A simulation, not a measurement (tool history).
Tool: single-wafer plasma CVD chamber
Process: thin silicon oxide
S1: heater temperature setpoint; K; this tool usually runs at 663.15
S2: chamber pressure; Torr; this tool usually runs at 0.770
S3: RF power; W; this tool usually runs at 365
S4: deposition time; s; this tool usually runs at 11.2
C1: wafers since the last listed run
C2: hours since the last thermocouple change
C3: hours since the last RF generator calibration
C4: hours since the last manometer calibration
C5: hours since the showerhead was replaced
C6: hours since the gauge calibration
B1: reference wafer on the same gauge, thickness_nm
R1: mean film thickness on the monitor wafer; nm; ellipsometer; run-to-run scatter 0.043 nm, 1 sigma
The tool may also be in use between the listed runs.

Run 1, hour 0.0: usual settings; C1 0; C2 2645.5; C3 1379.7; C4 1714.5; C5 3774.7; C6 186.4; B1 18.300. Result: R1 20.678 nm.
Run 2, hour 8.2: usual settings; C1 208; C2 2653.7; C3 1387.9; C4 1722.7; C5 3782.9; C6 194.6; B1 18.287. Result: R1 20.646 nm.
Run 3, hour 18.8: usual settings; C1 269; C2 2664.3; C3 1398.5; C4 1733.3; C5 3793.5; C6 205.2; B1 18.293. Result: R1 20.689 nm.
Run 4, hour 30.9: usual settings; C1 307; C2 2676.4; C3 1410.6; C4 1745.4; C5 3805.6; C6 217.3; B1 18.297. Result: R1 20.684 nm.
Run 5, hour 42.6: usual settings; C1 297; C2 2688.1; C3 1422.3; C4 1757.1; C5 3817.3; C6 229.0; B1 18.298. Result: R1 20.644 nm.
Run 6, hour 50.6: usual settings but S3 420 W; C1 203; C2 2696.1; C3 1430.3; C4 1765.1; C5 3825.3; C6 237.0; B1 18.295. Result: R1 21.814 nm.
Run 7, hour 59.9: usual settings but S3 420 W; C1 236; C2 2705.4; C3 1439.6; C4 1774.4; C5 3834.6; C6 246.3; B1 18.307. Result: R1 21.792 nm.
Run 8, hour 73.8: usual settings; C1 353; C2 2719.3; C3 1453.5; C4 1788.3; C5 3848.5; C6 260.2; B1 18.300. Result: R1 20.629 nm.
Run 9, hour 87.7: usual settings; C1 353; C2 2733.2; C3 1467.4; C4 1802.2; C5 3862.4; C6 274.1; B1 18.303. Result: R1 20.675 nm.
Run 10, hour 95.8: usual settings; C1 206; C2 2741.3; C3 1475.5; C4 1810.3; C5 3870.5; C6 282.2; B1 18.309. Result: R1 20.757 nm.
Run 11, hour 111.1: usual settings; C1 389; C2 2756.6; C3 1490.8; C4 1825.6; C5 3885.8; C6 297.5; B1 18.295. Result: R1 20.660 nm.
At hour 141.7: capacitance manometer re-zeroed and calibrated.
Run 12, hour 145.7: usual settings but S2 0.698 Torr, S4 10.7 s; C1 676; C2 2791.2; C3 1525.4; C4 4.0; C5 3920.4; C6 332.1; B1 18.296. Result: R1 18.277 nm.
At hour 164.2: RF generator calibrated.
At hour 177.5: gauge calibrated.
Run 13, hour 187.6: usual settings but S2 0.698 Torr, S4 10.7 s; C1 862; C2 2833.1; C3 23.4; C4 45.9; C5 3962.3; C6 10.1; B1 18.299. Result: R1 18.856 nm.
Run 14, hour 201.5: usual settings but S2 0.875 Torr; C1 353; C2 2847.0; C3 37.3; C4 59.8; C5 3976.2; C6 24.0; B1 18.295. Result: R1 23.388 nm.
Run 15, hour 211.4: usual settings but S2 0.940 Torr, S3 425 W; C1 251; C2 2856.9; C3 47.2; C4 69.7; C5 3986.1; C6 33.9; B1 18.306. Result: R1 25.973 nm.
At hour 229.4: showerhead replaced, of another model than before.
At hour 248.7: thermocouple changed; heater temperature recalibrated.
Run 16, hour 249.2: usual settings but S1 670.15 K, S2 0.588 Torr, S3 415 W, S4 12.5 s; C1 554; C2 0.5; C3 85.0; C4 107.5; C5 19.8; C6 71.7; B1 18.299. Result: R1 18.326 nm.
Run 17, hour 256.8: usual settings but S3 410 W, S4 10.2 s; C1 193; C2 8.1; C3 92.6; C4 115.1; C5 27.4; C6 79.3; B1 18.286. Result: R1 20.088 nm.
Run 18, hour 265.4: usual settings but S1 656.15 K, S2 0.677 Torr, S3 390 W, S4 13.0 s; C1 218; C2 16.7; C3 101.2; C4 123.7; C5 36.0; C6 87.9; B1 18.301. Result: R1 22.183 nm.
Run 19, hour 279.8: usual settings but S2 0.872 Torr, S4 10.0 s; C1 366; C2 31.1; C3 115.6; C4 138.1; C5 50.4; C6 102.3; B1 18.296. Result: R1 21.271 nm.
Run 20, hour 292.4: usual settings but S2 0.628 Torr; C1 320; C2 43.7; C3 128.2; C4 150.7; C5 63.0; C6 114.9; B1 18.307. Result: R1 17.125 nm.
Run 21, hour 305.7: usual settings but S1 650.15 K, S2 0.893 Torr; C1 338; C2 57.0; C3 141.5; C4 164.0; C5 76.3; C6 128.2; B1 18.297. Result: R1 24.526 nm.
Run 22, hour 316.7: usual settings but S1 654.15 K; C1 279; C2 68.0; C3 152.5; C4 175.0; C5 87.3; C6 139.2; B1 18.303. Result: R1 21.336 nm.
Run 23, hour 329.0: usual settings but S1 658.15 K, S2 0.908 Torr, S3 335 W, S4 10.3 s; C1 312; C2 80.3; C3 164.8; C4 187.3; C5 99.6; C6 151.5; B1 18.304. Result: R1 22.098 nm.
Run 24, hour 358.3: usual settings; C1 745; C2 109.6; C3 194.1; C4 216.6; C5 128.9; C6 180.8; B1 18.300. Result: R1 21.257 nm.

Below are 5 alternative next runs, each starting from the tool's condition after run 24. Predict each:
Run A, hour 358.7: usual settings but S2 0.941 Torr; C1 10; C2 110.0; C3 194.5; C4 217.0; C5 129.3; C6 181.2; B1 ?. Result: R1 ?.
Run B, hour 358.7: usual settings but S3 315 W; C1 10; C2 110.0; C3 194.5; C4 217.0; C5 129.3; C6 181.2; B1 ?. Result: R1 ?.
Run C, hour 358.7: usual settings but S2 0.828 Torr; C1 10; C2 110.0; C3 194.5; C4 217.0; C5 129.3; C6 181.2; B1 ?. Result: R1 ?.
Run D, hour 358.7: usual settings but S1 650.15 K, S3 430 W, S4 10.5 s; C1 10; C2 110.0; C3 194.5; C4 217.0; C5 129.3; C6 181.2; B1 ?. Result: R1 ?.
Run E, hour 358.7: usual settings but S1 676.15 K; C1 10; C2 110.0; C3 194.5; C4 217.0; C5 129.3; C6 181.2; B1 ?. Result: R1 ?.

run      B1      R1
  A  18.295  25.425
  B  18.295  20.335
  C  18.295  22.789
  D  18.295  21.045
  E  18.295  21.098
What these runs would have given with no unlogged condition in the tool:
run      R1
  A  25.696
  B  20.568
  C  23.032
  D  21.263
  E  21.324
